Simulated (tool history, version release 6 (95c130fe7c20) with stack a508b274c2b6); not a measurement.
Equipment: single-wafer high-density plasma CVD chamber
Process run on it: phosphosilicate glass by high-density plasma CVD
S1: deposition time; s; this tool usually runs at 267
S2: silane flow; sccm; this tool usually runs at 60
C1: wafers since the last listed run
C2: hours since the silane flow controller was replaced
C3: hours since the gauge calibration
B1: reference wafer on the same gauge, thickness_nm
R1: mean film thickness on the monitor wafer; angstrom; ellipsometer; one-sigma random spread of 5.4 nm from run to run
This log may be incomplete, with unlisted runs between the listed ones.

run     day   S1  S2   C1      C2     C3        B1        R1
  1       0  267  65    0  3182.1  341.6  1619.806  17578.73
  2    1.05  231  60  142  3207.3  366.8  1620.588   14151.2
  3    2.75  231  60  230  3248.1  407.6  1619.539  14206.66
  4   5.254  267  60  340  3308.2  467.7  1618.467  16471.77
  5   6.608  267  60  183  3340.7  500.2   1621.01  16327.03
  6   9.142  267  60  344  3401.5    561  1620.547  16346.99
  7    11.6  267  60  333  3460.5    620  1621.531  16342.11
  8  12.679  267  60  146  3486.4  645.9  1620.868  16286.33
     13.175  -- gauge calibrated
  9  14.575  267  60  257  3531.9   33.6  1619.876  16427.58
 10  17.029  267  60  333  3590.8   92.5  1620.116  16346.95
 11  18.438  267  60  191  3624.6  126.3  1620.871  16357.37
 12  20.146  313  52  232  3665.6  167.3    1619.1   16529.5
 13  22.338  267  68  297  3718.2  219.9  1620.734  18495.15

The next listed run, before its measurement:
 14  23.758  267  60  192  3752.3  254   ?   ?

Run 14 gave B1 1619.614, R1 16336.12 angstrom.
If the tool had no hidden condition, the same run with the same run-to-run variation would have returned R1 15526.14 angstrom.
